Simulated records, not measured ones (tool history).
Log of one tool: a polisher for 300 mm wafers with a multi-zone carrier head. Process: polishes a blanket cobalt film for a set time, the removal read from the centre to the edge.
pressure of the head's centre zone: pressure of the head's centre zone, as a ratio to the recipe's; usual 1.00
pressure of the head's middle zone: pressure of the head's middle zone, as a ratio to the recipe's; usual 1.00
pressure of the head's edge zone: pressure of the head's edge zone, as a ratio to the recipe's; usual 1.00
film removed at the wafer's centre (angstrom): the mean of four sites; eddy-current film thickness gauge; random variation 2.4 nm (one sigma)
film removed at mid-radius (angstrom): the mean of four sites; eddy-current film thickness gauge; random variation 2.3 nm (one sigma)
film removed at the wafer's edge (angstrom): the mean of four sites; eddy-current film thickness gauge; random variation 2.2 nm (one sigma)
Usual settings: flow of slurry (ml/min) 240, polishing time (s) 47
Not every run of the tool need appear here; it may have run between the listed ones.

run	hour	flow of slurry (ml/min)	pressure of the head's centre zone	pressure of the head's middle zone	pressure of the head's edge zone	polishing time (s)	wafers since the last listed run	wafers polished on this pad	hours since the slurry nozzle was cleaned	hours since the centre zone pressure was calibrated	hours since the edge zone pressure was calibrated	hours since the carrier head's membrane was replaced	incoming thickness of the incoming film, nm	film removed at the wafer's centre (angstrom)	film removed at mid-radius (angstrom)	film removed at the wafer's edge (angstrom)
1	0.0	240	1.00	1.00	1.00	57	0	1930	91.6	168.6	478.0	473.4	977.9	2154	2161	2289
2	70.0	240	1.00	1.00	1.00	57	791	2721	161.6	238.6	548.0	543.4	982.0	2077	2125	2277
3	129.7	240	1.00	1.00	1.00	47	674	3396	221.3	298.3	607.7	603.1	985.3	1707	1776	1866
4	187.4	240	1.00	1.00	1.00	42	652	4048	279.0	356.0	665.4	660.8	996.3	1531	1520	1629
# hour 263.8: worn pad replaced by a new one
5	276.0	240	1.00	1.00	1.00	42	956	138	367.6	444.6	754.0	749.4	994.1	1476	1520	1590
# hour 298.4: slurry nozzle cleaned, repeated, since the last time left the tool worse
# hour 304.6: edge zone pressure recalibrated
6	365.8	240	1.00	1.00	1.00	42	981	1119	67.4	534.4	61.2	839.2	981.2	1806	1716	1793
7	440.3	240	1.00	1.00	1.00	47	841	1961	141.9	608.9	135.7	913.7	989.7	1932	1928	1978
# hour 453.7: centre zone pressure recalibrated
8	625.4	240	1.00	1.00	1.00	47	2069	4030	327.0	171.7	320.8	1098.8	979.6	1945	1919	1990
9	709.8	240	0.93	1.04	1.05	47	953	4984	411.4	256.1	405.2	1183.2	979.8	1785	1986	2018
# hour 751.9: worn pad replaced by a new one
10	770.2	240	1.00	1.00	1.00	47	637	206	471.8	316.5	465.6	1243.6	996.0	1903	1885	1969
# hour 814.9: carrier head's membrane replaced by a new one
11	859.4	240	1.00	1.00	1.00	47	951	1158	561.0	405.7	554.8	44.5	986.2	1887	1892	2010
12	960.9	305	0.93	1.00	1.00	47	1147	2305	662.5	507.2	656.3	146.0	1002.8	1836	2001	1964
# hour 972.1: centre zone pressure recalibrated
13	1012.6	310	1.00	1.00	1.00	47	561	2867	714.2	40.5	708.0	197.7	995.7	1982	2031	1984
14	1058.6	240	1.00	1.00	1.00	47	519	3387	760.2	86.5	754.0	243.7	991.9	1906	1876	1996
15	1127.6	240	0.90	1.00	0.91	47	779	4167	829.2	155.5	823.0	312.7	976.5	1704	1919	1889
# hour 1136.2: edge zone pressure recalibrated
# hour 1197.8: slurry nozzle cleaned
16	1219.3	240	1.00	1.00	1.00	56	1002	5169	21.5	247.2	83.1	404.4	982.7	2345	2291	2396
# hour 1226.1: worn pad replaced by a new one
17	1276.1	240	0.94	0.94	1.00	47	596	565	78.3	304.0	139.9	461.2	975.7	1866	1822	1985
18	1352.8	240	1.11	1.04	0.93	47	866	1432	155.0	380.7	216.6	537.9	991.0	2151	2033	1934
19	1418.2	240	1.00	1.00	1.00	39	739	2171	220.4	446.1	282.0	603.3	993.4	1623	1606	1629
20	1504.2	240	1.00	1.00	1.06	47	971	3143	306.4	532.1	368.0	689.3	975.1	1946	1942	2001
# hour 1536.5: centre zone pressure recalibrated
21	1587.1	240	1.11	1.04	0.93	47	914	4057	389.3	50.6	450.9	772.2	1008.2	2175	1969	1935
22	1638.3	170	1.00	1.08	1.00	42	578	4636	440.5	101.8	502.1	823.4	979.6	1588	1690	1683
23	1689.4	240	0.91	1.05	1.00	47	577	5213	491.6	152.9	553.2	874.5	991.0	1717	2004	1966

How the hidden state differs across the entries between the runs, from the last listed run before each to the first after it:
Between runs 4 and 5: worn pad replaced by a new one (hour 263.8)
  slurry flow missing at the pad, %: 49.5 -> 51.6
  measured minus no-state result, film removed at the wafer's centre (angstrom): -260 -> -277; film removed at mid-radius (angstrom): -227 -> -251; film removed at the wafer's edge (angstrom): -172 -> -184
Between runs 5 and 6: slurry nozzle cleaned, repeated, since the last time left the tool worse (hour 298.4); edge zone pressure recalibrated (hour 304.6)
  slurry flow missing at the pad, %: 51.6 -> 5.8
  measured minus no-state result, film removed at the wafer's centre (angstrom): -277 -> -16; film removed at mid-radius (angstrom): -251 -> -14; film removed at the wafer's edge (angstrom): -184 -> -11
Between runs 7 and 8: centre zone pressure recalibrated (hour 453.7)
  slurry flow missing at the pad, %: 9.63 -> 15.7
  measured minus no-state result, film removed at the wafer's centre (angstrom): -31 -> -55; film removed at mid-radius (angstrom): -27 -> -49; film removed at the wafer's edge (angstrom): -21 -> -37
Between runs 9 and 10: worn pad replaced by a new one (hour 751.9)
  slurry flow missing at the pad, %: 17.4 -> 18.4
  measured minus no-state result, film removed at the wafer's centre (angstrom): -57 -> -65; film removed at mid-radius (angstrom): -57 -> -58; film removed at the wafer's edge (angstrom): -43 -> -44
Between runs 10 and 11: carrier head's membrane replaced by a new one (hour 814.9)
  slurry flow missing at the pad, %: 18.4 -> 19.5
  measured minus no-state result, film removed at the wafer's centre (angstrom): -65 -> -69; film removed at mid-radius (angstrom): -58 -> -62; film removed at the wafer's edge (angstrom): -44 -> -49
Between runs 12 and 13: centre zone pressure recalibrated (hour 972.1)
  slurry flow missing at the pad, %: 20.3 -> 20.7
  measured minus no-state result, film removed at the wafer's centre (angstrom): -55 -> -59; film removed at mid-radius (angstrom): -54 -> -56; film removed at the wafer's edge (angstrom): -40 -> -40
Between runs 15 and 16: edge zone pressure recalibrated (hour 1136.2); slurry nozzle cleaned (hour 1197.8)
  slurry flow missing at the pad, %: 21.2 -> 2.36
  measured minus no-state result, film removed at the wafer's centre (angstrom): -71 -> -9; film removed at mid-radius (angstrom): -71 -> -7; film removed at the wafer's edge (angstrom): -52 -> -5
Between runs 16 and 17: worn pad replaced by a new one (hour 1226.1)
  slurry flow missing at the pad, %: 2.36 -> 5.89
  measured minus no-state result, film removed at the wafer's centre (angstrom): -9 -> -17; film removed at mid-radius (angstrom): -7 -> -15; film removed at the wafer's edge (angstrom): -5 -> -13
Between runs 20 and 21: centre zone pressure recalibrated (hour 1536.5)
  slurry flow missing at the pad, %: 14.7 -> 16.5
  measured minus no-state result, film removed at the wafer's centre (angstrom): -50 -> -65; film removed at mid-radius (angstrom): -45 -> -53; film removed at the wafer's edge (angstrom): -35 -> -38
